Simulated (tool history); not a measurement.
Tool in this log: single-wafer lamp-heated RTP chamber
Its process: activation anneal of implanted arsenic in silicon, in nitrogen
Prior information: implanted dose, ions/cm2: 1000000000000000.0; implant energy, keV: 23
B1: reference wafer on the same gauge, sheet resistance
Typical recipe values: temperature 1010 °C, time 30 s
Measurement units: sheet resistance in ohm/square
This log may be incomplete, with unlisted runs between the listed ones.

Run 1, day 0: usual settings; B1 127.96. Result: sheet resistance 119.2 ohm/square.
Run 2, day 0.658: usual settings; B1 127.97. Result: sheet resistance 119.45 ohm/square.
Run 3, day 1.171: usual settings; B1 128.12. Result: sheet resistance 119.17 ohm/square.
Run 4, day 1.896: usual settings but temperature 1019 °C, time 18 s; B1 127.95. Result: sheet resistance 122.14 ohm/square.
Run 5, day 3.204: usual settings; B1 127.86. Result: sheet resistance 118.96 ohm/square.
Run 6, day 3.854: usual settings; B1 128.02. Result: sheet resistance 118.54 ohm/square.
Run 7, day 5.108: usual settings; B1 127.98. Result: sheet resistance 118.6 ohm/square.
Run 8, day 6.121: usual settings; B1 128.03. Result: sheet resistance 118.66 ohm/square.
Run 9, day 7.054: usual settings; B1 128.03. Result: sheet resistance 118 ohm/square.
Run 10, day 8.3: usual settings; B1 128.04. Result: sheet resistance 117.78 ohm/square.
Run 11, day 8.854: usual settings; B1 128.02. Result: sheet resistance 117.43 ohm/square.
Run 12, day 10.1: usual settings but time 26 s; B1 128. Result: sheet resistance 118.96 ohm/square.
At day 11.25: reflector plate cleaned.
Run 13, day 11.433: usual settings but time 43 s; B1 128.09. Result: sheet resistance 114.75 ohm/square.
Run 14, day 12.154: usual settings but temperature 1020 °C; B1 127.97. Result: sheet resistance 116.05 ohm/square.
At day 12.717: pyrometer window cleaned and pyrometer calibrated.
Run 15, day 13.054: usual settings but temperature 1019 °C, time 18 s; B1 128.11. Result: sheet resistance 122.74 ohm/square.
Run 16, day 14.262: usual settings but temperature 982 °C; B1 127.99. Result: sheet resistance 127.19 ohm/square.
Run 17, day 15.054: usual settings but time 23 s; B1 127.96. Result: sheet resistance 122.01 ohm/square.
Run 18, day 15.779: usual settings but temperature 982 °C; B1 128.05. Result: sheet resistance 126.65 ohm/square.
Run 19, day 16.45: usual settings but temperature 984 °C, time 13 s; B1 128.01. Result: sheet resistance 134.15 ohm/square.
At day 17.054: gauge calibrated.
Run 20, day 17.85: usual settings but time 16 s; B1 127.92. Result: sheet resistance 125.61 ohm/square.
Run 21, day 19.288: usual settings but time 24 s; B1 128.02. Result: sheet resistance 121.85 ohm/square.
Run 22, day 19.812: usual settings but time 13 s; B1 127.94. Result: sheet resistance 127.12 ohm/square.
Run 23, day 20.888: usual settings but temperature 1021 °C; B1 128. Result: sheet resistance 116.8 ohm/square.
Run 24, day 21.896: usual settings; B1 128.05. Result: sheet resistance 119.49 ohm/square.
Run 25, day 22.771: usual settings but temperature 1021 °C, time 23 s; B1 127.94. Result: sheet resistance 119.15 ohm/square.
Run 26, day 23.521: usual settings but temperature 983 °C, time 35 s; B1 127.93. Result: sheet resistance 124.26 ohm/square.
Run 27, day 24.9: usual settings but time 39 s; B1 128.05. Result: sheet resistance 116.27 ohm/square.

Predict each of these 3 candidate next runs independently; none follows another, all start after run 27:
Run A, day 24.917: usual settings but time 36 s; B1 ?. Result: sheet resistance ?.
Run B, day 24.917: usual settings but temperature 984 °C; B1 ?. Result: sheet resistance ?.
Run C, day 24.917: usual settings but temperature 1029 °C; B1 ?. Result: sheet resistance ?.

run      B1  sheet resistance
  A  127.97            117.42
  B  127.97            125.02
  C  127.97            115.29
With no hidden state in the tool, these same runs would have given:
run  sheet resistance
  A            119.11
  B            127.12
  C            116.76

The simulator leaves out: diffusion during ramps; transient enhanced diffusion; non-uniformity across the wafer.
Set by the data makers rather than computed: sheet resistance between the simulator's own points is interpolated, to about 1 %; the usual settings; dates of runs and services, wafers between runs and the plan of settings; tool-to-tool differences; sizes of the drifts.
